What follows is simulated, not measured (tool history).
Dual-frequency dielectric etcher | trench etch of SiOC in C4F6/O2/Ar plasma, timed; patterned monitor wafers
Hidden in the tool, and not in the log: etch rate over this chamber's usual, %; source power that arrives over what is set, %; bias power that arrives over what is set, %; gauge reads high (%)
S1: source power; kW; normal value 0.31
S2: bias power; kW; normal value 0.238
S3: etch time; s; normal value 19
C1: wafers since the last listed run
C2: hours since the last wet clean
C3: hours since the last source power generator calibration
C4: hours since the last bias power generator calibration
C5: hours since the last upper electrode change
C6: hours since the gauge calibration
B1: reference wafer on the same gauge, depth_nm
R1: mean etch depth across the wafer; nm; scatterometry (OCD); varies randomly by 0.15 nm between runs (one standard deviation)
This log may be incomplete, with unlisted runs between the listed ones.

run 1 day=0 | S1=0.31 S2=0.238 S3=19 | C1=0 C2=296.1 C3=2560.4 C4=1941.7 C5=1841.6 C6=1566.7 | B1=41.11 | R1=35.14
run 2 day=1.367 | S1=0.34 S2=0.258 S3=19 | C1=520 C2=328.9 C3=2593.2 C4=1974.5 C5=1874.4 C6=1599.5 | B1=41.17 | R1=37.99
run 3 day=4.283 | S1=0.34 S2=0.258 S3=19 | C1=1111 C2=398.9 C3=2663.2 C4=2044.5 C5=1944.4 C6=1669.5 | B1=41.08 | R1=38.17
run 4 day=7 | S1=0.29 S2=0.238 S3=19 | C1=1035 C2=464.1 C3=2728.4 C4=2109.7 C5=2009.6 C6=1734.7 | B1=41.11 | R1=33.92
run 5 day=8.721 | S1=0.29 S2=0.238 S3=19 | C1=655 C2=505.4 C3=2769.7 C4=2151 C5=2050.9 C6=1776 | B1=41.15 | R1=34.23
run 6 day=9.775 | S1=0.29 S2=0.238 S3=19 | C1=401 C2=530.7 C3=2795 C4=2176.3 C5=2076.2 C6=1801.3 | B1=41.1 | R1=34.32
-- day=11.375 source power generator calibrated
-- day=11.654 wet clean of the chamber
run 7 day=11.675 | S1=0.31 S2=0.238 S3=19 | C1=555 C2=0.5 C3=7.2 C4=2221.9 C5=2121.8 C6=1846.9 | B1=41.1 | R1=35.08
run 8 day=13.729 | S1=0.31 S2=0.238 S3=19 | C1=782 C2=49.8 C3=56.5 C4=2271.2 C5=2171.1 C6=1896.2 | B1=41.06 | R1=35.58
-- day=17.212 bias power generator calibrated
run 9 day=20.746 | S1=0.31 S2=0.238 S3=19 | C1=2610 C2=218.2 C3=224.9 C4=84.8 C5=2339.5 C6=2064.6 | B1=41.15 | R1=34.85
-- day=20.9 gauge calibrated
run 10 day=23.183 | S1=0.31 S2=0.238 S3=19 | C1=928 C2=276.7 C3=283.4 C4=143.3 C5=2398 C6=54.8 | B1=41.12 | R1=35.04
run 11 day=25.4 | S1=0.31 S2=0.238 S3=19 | C1=844 C2=329.9 C3=336.6 C4=196.5 C5=2451.2 C6=108 | B1=41.06 | R1=34.68
run 12 day=26.658 | S1=0.31 S2=0.238 S3=19 | C1=479 C2=360.1 C3=366.8 C4=226.7 C5=2481.4 C6=138.2 | B1=41.05 | R1=34.74
run 13 day=28.192 | S1=0.31 S2=0.238 S3=19 | C1=584 C2=396.9 C3=403.6 C4=263.5 C5=2518.2 C6=175 | B1=41.07 | R1=34.73
run 14 day=30.567 | S1=0.27 S2=0.274 S3=22 | C1=905 C2=453.9 C3=460.6 C4=320.5 C5=2575.2 C6=232 | B1=41.06 | R1=39.55
-- day=32.217 wet clean of the chamber
run 15 day=32.238 | S1=0.31 S2=0.238 S3=19 | C1=255 C2=0.5 C3=500.7 C4=360.6 C5=2615.3 C6=272.1 | B1=41.11 | R1=34.91
run 16 day=33.496 | S1=0.31 S2=0.218 S3=19 | C1=479 C2=30.7 C3=530.9 C4=390.8 C5=2645.5 C6=302.3 | B1=41.08 | R1=33.43
run 17 day=35.612 | S1=0.27 S2=0.27 S3=22.5 | C1=806 C2=81.5 C3=581.7 C4=441.6 C5=2696.3 C6=353.1 | B1=41.09 | R1=40.25
run 18 day=38.533 | S1=0.31 S2=0.268 S3=14 | C1=1113 C2=151.6 C3=651.8 C4=511.7 C5=2766.4 C6=423.2 | B1=41.09 | R1=26.79
-- day=39.908 upper electrode replaced
run 19 day=41.1 | S1=0.31 S2=0.238 S3=19 | C1=597 C2=213.2 C3=713.4 C4=573.3 C5=28.6 C6=484.8 | B1=41.15 | R1=35.01
run 20 day=42.496 | S1=0.28 S2=0.238 S3=17 | C1=531 C2=246.7 C3=746.9 C4=606.8 C5=62.1 C6=518.3 | B1=41.1 | R1=29.75
run 21 day=45.942 | S1=0.26 S2=0.26 S3=21.5 | C1=1313 C2=329.4 C3=829.6 C4=689.5 C5=144.8 C6=601 | B1=41.08 | R1=37.29
run 22 day=48.925 | S1=0.29 S2=0.264 S3=22 | C1=1136 C2=401 C3=901.2 C4=761.1 C5=216.4 C6=672.6 | B1=41.09 | R1=40.75
run 23 day=50.692 | S1=0.31 S2=0.266 S3=19 | C1=673 C2=443.4 C3=943.6 C4=803.5 C5=258.8 C6=715 | B1=41.1 | R1=36.59
-- day=51.85 wet clean of the chamber
run 24 day=53.129 | S1=0.31 S2=0.238 S3=19 | C1=547 C2=30.7 C3=1002.1 C4=862 C5=317.3 C6=773.5 | B1=41.17 | R1=34.97
run 25 day=55.25 | S1=0.33 S2=0.238 S3=22 | C1=808 C2=81.6 C3=1053 C4=912.9 C5=368.2 C6=824.4 | B1=41.09 | R1=42.17
run 26 day=56.467 | S1=0.31 S2=0.238 S3=19 | C1=463 C2=110.8 C3=1082.2 C4=942.1 C5=397.4 C6=853.6 | B1=41.11 | R1=35.01
run 27 day=58.946 | S1=0.35 S2=0.255 S3=19 | C1=944 C2=170.3 C3=1141.7 C4=1001.6 C5=456.9 C6=913.1 | B1=41.08 | R1=38.31
run 28 day=60.467 | S1=0.31 S2=0.193 S3=19 | C1=579 C2=206.8 C3=1178.2 C4=1038.1 C5=493.4 C6=949.6 | B1=41.09 | R1=32.2
run 29 day=61.517 | S1=0.31 S2=0.262 S3=19 | C1=400 C2=232 C3=1203.4 C4=1063.3 C5=518.6 C6=974.8 | B1=41.11 | R1=36.44

For each run, what was the tool's unlogged condition?
etch rate over this chamber's usual, %: 0 across all the runs
source power that arrives over what is set, %: 0 across all the runs
gauge reads high (%): 0 across all the runs
H1: bias power that arrives over what is set, %
run=1 H1=4.88
run=2 H1=4.9
run=3 H1=4.94
run=4 H1=4.97
run=5 H1=4.99
run=6 H1=5.01
run=7 H1=5.03
run=8 H1=5.05
run=9 H1=-0.108
run=10 H1=0.219
run=11 H1=0.496
run=12 H1=0.646
run=13 H1=0.821
run=14 H1=1.08
run=15 H1=1.25
run=16 H1=1.37
run=17 H1=1.57
run=18 H1=1.82
run=19 H1=2.02
run=20 H1=2.13
run=21 H1=2.37
run=22 H1=2.56
run=23 H1=2.66
run=24 H1=2.8
run=25 H1=2.91
run=26 H1=2.97
run=27 H1=3.09
run=28 H1=3.15
run=29 H1=3.2
